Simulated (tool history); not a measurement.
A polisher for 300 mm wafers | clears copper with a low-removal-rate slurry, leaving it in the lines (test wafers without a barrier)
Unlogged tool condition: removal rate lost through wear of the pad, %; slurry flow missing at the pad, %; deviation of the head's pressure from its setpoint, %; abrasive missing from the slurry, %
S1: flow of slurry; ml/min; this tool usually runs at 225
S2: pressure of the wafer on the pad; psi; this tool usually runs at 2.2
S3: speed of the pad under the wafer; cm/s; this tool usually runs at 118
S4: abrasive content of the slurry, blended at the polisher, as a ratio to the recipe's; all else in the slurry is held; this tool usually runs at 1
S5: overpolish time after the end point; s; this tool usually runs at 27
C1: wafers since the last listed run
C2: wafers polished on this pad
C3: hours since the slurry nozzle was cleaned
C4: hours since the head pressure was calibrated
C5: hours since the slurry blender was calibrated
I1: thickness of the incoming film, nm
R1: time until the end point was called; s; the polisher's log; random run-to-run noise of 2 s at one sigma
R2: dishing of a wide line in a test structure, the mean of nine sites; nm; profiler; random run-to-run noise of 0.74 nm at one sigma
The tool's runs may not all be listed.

Run 1, day 0: usual settings; C1 0; C2 1460; C3 210.3; C4 274.4; C5 63.7; I1 457.4. Result: R1 199.9 s, R2 32.5 nm.
At day 1.904: worn pad replaced by a new one.
Run 2, day 2.975: usual settings; C1 392; C2 149; C3 281.7; C4 345.8; C5 135.1; I1 441.8. Result: R1 192.7 s, R2 31.4 nm.
Run 3, day 6.988: usual settings; C1 561; C2 711; C3 378; C4 442.1; C5 231.4; I1 454.5. Result: R1 204.7 s, R2 32.2 nm.
At day 10.6: slurry blender recalibrated.
Run 4, day 10.671: usual settings; C1 503; C2 1214; C3 466.4; C4 530.5; C5 1.7; I1 443.1. Result: R1 202.4 s, R2 31 nm.
At day 13.404: slurry nozzle cleaned.
At day 13.867: worn pad replaced by a new one.
Run 5, day 14.354: usual settings but S1 260 ml/min; C1 486; C2 67; C3 22.8; C4 618.9; C5 90.1; I1 447.3. Result: R1 185.1 s, R2 33 nm.
Run 6, day 18.646: usual settings but S1 260 ml/min; C1 600; C2 668; C3 125.8; C4 721.9; C5 193.1; I1 459.2. Result: R1 195.8 s, R2 32 nm.
Run 7, day 20.862: usual settings; C1 310; C2 978; C3 179; C4 775.1; C5 246.3; I1 457.5. Result: R1 195 s, R2 31.4 nm.
At day 21.975: slurry blender recalibrated.
Run 8, day 24.921: usual settings but S1 285 ml/min, S2 2.5 psi, S3 150 cm/s, S5 15 s; C1 556; C2 1534; C3 276.4; C4 872.5; C5 70.7; I1 450.7. Result: R1 132.9 s, R2 28 nm.
At day 25.462: worn pad replaced by a new one.
At day 35.808: worn pad replaced by a new one.
At day 35.858: slurry blender recalibrated.
At day 36.283: head pressure recalibrated.
Run 9, day 37.125: usual settings but S1 270 ml/min, S2 2.9 psi, S5 14 s; C1 1641; C2 165; C3 569.3; C4 20.2; C5 30.4; I1 449.3. Result: R1 156.9 s, R2 25 nm.
At day 40.538: slurry nozzle cleaned.
Run 10, day 40.912: usual settings but S3 128 cm/s; C1 523; C2 689; C3 9; C4 111.1; C5 121.3; I1 456.3. Result: R1 180.4 s, R2 33.8 nm.
Run 11, day 45.308: usual settings; C1 614; C2 1304; C3 114.5; C4 216.6; C5 226.8; I1 448.1. Result: R1 186.7 s, R2 31.9 nm.
At day 46.433: slurry blender recalibrated.
Run 12, day 47.767: usual settings but S5 22 s; C1 332; C2 1636; C3 173.5; C4 275.6; C5 32; I1 447. Result: R1 190.5 s, R2 28.5 nm.

What does the tool deliver on the next run?
At day 49.033: worn pad replaced by a new one.
Run 13, day 50.342: usual settings but S1 255 ml/min, S2 1.5 psi; C1 336; C2 182; C3 235.3; C4 337.4; C5 93.8; I1 449.2. Result: R1 ?, R2 ?.

R1: 255.5 s
R2: 25.3 nm
With the hidden condition absent and the run-to-run variation left alone, this run would have shown R1 250.7 s, R2 25.6 nm.
